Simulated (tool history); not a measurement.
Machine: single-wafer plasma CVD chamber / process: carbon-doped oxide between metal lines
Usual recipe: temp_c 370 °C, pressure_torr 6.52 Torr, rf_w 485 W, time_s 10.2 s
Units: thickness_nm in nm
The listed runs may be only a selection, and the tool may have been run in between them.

| run | hour | temp_c | pressure_torr | rf_w | time_s | read-back reference wafer on the same gauge, thickness_nm | thickness_nm |
|---|---|---|---|---|---|---|---|
| 1 | 0 | 370 | 6.52 | 485 | 10.2 | 48.008 | 47.332 |
| 2 | 26.2 | 370 | 6.52 | 485 | 10.2 | 48.023 | 47.188 |
| 3 | 79.8 | 370 | 6.52 | 485 | 10.2 | 48.001 | 47.145 |
| 4 | 129.6 | 370 | 6.52 | 485 | 10.2 | 47.988 | 47.211 |
| 5 | 328.2 | 370 | 7.78 | 485 | 10.2 | 48.005 | 47.661 |
|  | 369.9 | RF generator calibrated |
| 6 | 370.4 | 370 | 7.78 | 485 | 10.2 | 48.011 | 47.367 |
| 7 | 423.8 | 370 | 6.52 | 485 | 10.2 | 48.007 | 47.198 |
| 8 | 464.6 | 370 | 6.52 | 425 | 11.5 | 47.982 | 49.751 |
|  | 526.9 | gauge calibrated |
|  | 596.7 | capacitance manometer re-zeroed and calibrated |
| 9 | 601.7 | 363 | 7.83 | 485 | 10.2 | 48.004 | 48.609 |
| 10 | 633.4 | 370 | 6.04 | 410 | 10.2 | 47.994 | 42.989 |
|  | 649.7 | thermocouple changed; heater temperature recalibrated |
|  | 690.9 | showerhead replaced |
| 11 | 810.3 | 370 | 6.52 | 580 | 10.2 | 47.98 | 51.659 |
| 12 | 872.5 | 376 | 6.52 | 485 | 8.8 | 48.01 | 40.156 |
| 13 | 898.8 | 361 | 5.01 | 420 | 11.1 | 48.004 | 47.671 |
| 14 | 955.3 | 370 | 6.52 | 485 | 10.2 | 48.001 | 47.038 |
| 15 | 993.2 | 370 | 6.52 | 485 | 10.2 | 48.001 | 47.304 |
| 16 | 1025.5 | 370 | 6.52 | 485 | 10.2 | 48.003 | 47.224 |
| 17 | 1090.8 | 370 | 7.53 | 485 | 10.2 | 48.012 | 47.495 |

What if the next run were any one of these 3? Each begins from the tool's condition after run 17:
| A | 1091.2 | 370 | 7.37 | 485 | 10.2 | ? | ? |
| B | 1091.2 | 366 | 6.06 | 395 | 11.1 | ? | ? |
| C | 1091.2 | 356 | 8.03 | 485 | 10.2 | ? | ? |

| run | read-back reference wafer on the same gauge, thickness_nm | thickness_nm |
|---|---|---|
| A | 48.001 | 47.537 |
| B | 48.001 | 46.246 |
| C | 48.001 | 49.707 |
The same runs, with their run-to-run variation unchanged, on a tool lacking any hidden condition would have given:
| run | thickness_nm |
|---|---|
| A | 47.537 |
| B | 46.246 |
| C | 49.707 |

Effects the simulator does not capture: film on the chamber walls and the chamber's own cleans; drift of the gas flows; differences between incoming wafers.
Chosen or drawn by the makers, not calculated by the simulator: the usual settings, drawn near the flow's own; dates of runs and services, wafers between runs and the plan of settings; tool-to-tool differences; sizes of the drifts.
